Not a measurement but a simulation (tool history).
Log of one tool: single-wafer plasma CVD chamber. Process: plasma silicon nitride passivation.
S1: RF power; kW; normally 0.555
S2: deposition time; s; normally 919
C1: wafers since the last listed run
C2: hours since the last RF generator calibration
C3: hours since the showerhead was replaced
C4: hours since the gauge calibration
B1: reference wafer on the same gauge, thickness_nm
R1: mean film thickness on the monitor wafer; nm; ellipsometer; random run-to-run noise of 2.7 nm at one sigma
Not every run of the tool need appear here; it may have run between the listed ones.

run,hour,S1,S2,C1,C2,C3,C4,B1,R1
1,0.0,0.555,1028,0,1165.8,2506.9,238.5,1580.674,1497.345
2,35.7,0.555,1028,74,1201.5,2542.6,274.2,1580.023,1491.870
3,69.2,0.555,919,69,1235.0,2576.1,307.7,1579.898,1332.586
4,101.2,0.555,919,66,1267.0,2608.1,339.7,1579.445,1331.181
5,122.4,0.555,919,44,1288.2,2629.3,360.9,1579.951,1331.544
6,140.0,0.555,919,36,1305.8,2646.9,378.5,1580.403,1325.591
7,161.8,0.555,919,45,1327.6,2668.7,400.3,1579.955,1324.313
# hour 187.1: RF generator calibrated
8,187.6,0.555,919,36,0.5,2694.5,426.1,1580.345,1355.485
9,201.3,0.555,919,28,14.2,2708.2,439.8,1579.427,1362.698
10,217.0,0.485,1077,32,29.9,2723.9,455.5,1580.096,1512.670
# hour 231.0: showerhead replaced, of another model than before
11,231.5,0.555,919,13,44.4,0.5,470.0,1580.214,1359.165
# hour 238.7: gauge calibrated
12,263.2,0.555,919,65,76.1,32.2,24.5,1580.412,1364.226
13,275.5,0.510,1087,25,88.4,44.5,36.8,1580.514,1567.426
14,297.0,0.555,919,44,109.9,66.0,58.3,1580.542,1362.623
15,327.3,0.485,750,62,140.2,96.3,88.6,1580.010,1073.504
16,347.2,0.450,919,41,160.1,116.2,108.5,1579.987,1289.470
17,374.4,0.450,919,56,187.3,143.4,135.7,1580.072,1288.514
18,402.3,0.455,786,57,215.2,171.3,163.6,1579.824,1105.069
19,438.0,0.460,842,74,250.9,207.0,199.3,1580.061,1183.336

Predict each of these 5 candidate next runs independently; none follows another, all start after run 19:
A,438.7,0.555,823,1,251.6,207.7,200.0,?,?
B,438.7,0.480,826,1,251.6,207.7,200.0,?,?
C,438.7,0.470,919,1,251.6,207.7,200.0,?,?
D,438.7,0.455,1005,1,251.6,207.7,200.0,?,?
E,438.7,0.600,919,1,251.6,207.7,200.0,?,?

run,B1,R1
A,1580.294,1216.802
B,1580.294,1175.363
C,1580.294,1300.532
D,1580.294,1410.288
E,1580.294,1387.333
Had the tool no hidden state, the same runs would have come out as:
run,R1
A,1219.213
B,1177.691
C,1303.108
D,1413.081
E,1390.081

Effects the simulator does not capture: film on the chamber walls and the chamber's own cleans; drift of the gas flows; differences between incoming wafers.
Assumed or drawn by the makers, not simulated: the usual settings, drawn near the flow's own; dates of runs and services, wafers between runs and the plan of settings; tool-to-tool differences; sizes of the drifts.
